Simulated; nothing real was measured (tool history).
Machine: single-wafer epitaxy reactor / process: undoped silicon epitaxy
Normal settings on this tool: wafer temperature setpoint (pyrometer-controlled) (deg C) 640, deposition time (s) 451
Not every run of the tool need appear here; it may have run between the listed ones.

run     day  wafer temperature setpoint (pyrometer-controlled) (deg C)  deposition time (s)  wafers since the last listed run  hours since the last pyrometer calibration  hours since the gauge calibration  read-back reference wafer on the same gauge, thickness_nm  mean film thickness on the monitor wafer (angstrom)
  1       0                                                        640                  451                                 0                                      2651.8                               53.8                                                     58.771                                               649.15
  2   0.329                                                        640                  451                                47                                      2659.7                               61.7                                                     58.704                                               648.66
  3   0.929                                                        640                  384                                86                                      2674.1                               76.1                                                      58.81                                               554.78
  4   1.496                                                        640                  451                                82                                      2687.7                               89.7                                                     58.722                                               653.54
  5   2.008                                                        640                  451                                74                                        2700                                102                                                     58.795                                               653.06
  6   2.658                                                        640                  451                                94                                      2715.6                              117.6                                                      58.85                                               648.95
      4.404  -- pyrometer calibrated
  7   4.425                                                        640                  451                               207                                         0.5                                160                                                     58.845                                                585.9
  8    4.85                                                        640                  451                                61                                        10.7                              170.2                                                     58.844                                               586.11
  9   5.512                                                        640                  451                                95                                        26.6                              186.1                                                     58.785                                               585.05
 10   6.146                                                        640                  386                                91                                        41.8                              201.3                                                     58.811                                               501.41
      6.479  -- gauge calibrated
 11   6.621                                                        632                  451                                68                                        53.2                                3.4                                                     58.795                                               500.04
 12    7.15                                                        632                  451                                76                                        65.9                               16.1                                                     58.759                                               500.88
 13   7.817                                                        640                  451                                96                                        81.9                               32.1                                                       58.8                                               589.36
 14   8.296                                                        632                  521                                69                                        93.4                               43.6                                                     58.733                                               579.57
 15   8.867                                                        640                  451                                82                                       107.1                               57.3                                                     58.828                                               588.32
 16   9.279                                                        653                  535                                59                                         117                               67.2                                                     58.822                                               894.78
 17   9.971                                                        631                  386                               100                                       133.6                               83.8                                                     58.776                                               422.23
 18  10.621                                                        651                  416                                94                                       149.2                               99.4                                                     58.731                                               673.29
 19  10.912                                                        627                  387                                42                                       156.2                              106.4                                                     58.806                                               391.15
 20  11.288                                                        651                  377                                54                                       165.2                              115.4                                                     58.806                                               607.62
 21  11.833                                                        640                  451                                79                                       178.3                              128.5                                                     58.744                                               586.47
 22  12.204                                                        640                  451                                53                                       187.2                              137.4                                                     58.814                                               590.95
 23  12.942                                                        631                  407                               106                                       204.9                              155.1                                                     58.813                                               446.14
 24  13.388                                                        640                  451                                64                                       215.6                              165.8                                                     58.751                                               591.78

Below are 3 alternative next runs, each starting from the tool's condition after run 24. Predict each:
  A  13.408                                                        640                  401                                 3                                       216.1                              166.3                                                          ?                                                    ?
  B  13.408                                                        628                  500                                 3                                       216.1                              166.3                                                          ?                                                    ?
  C  13.408                                                        629                  514                                 3                                       216.1                              166.3                                                          ?                                                    ?

run  read-back reference wafer on the same gauge, thickness_nm  mean film thickness on the monitor wafer (angstrom)
  A                                                     58.815                                               525.44
  B                                                     58.815                                               516.52
  C                                                     58.815                                               541.73
With the hidden condition removed and each run's random variation left untouched, the same runs would have given:
run  mean film thickness on the monitor wafer (angstrom)
  A                                                522.4
  B                                               513.46
  C                                               538.52
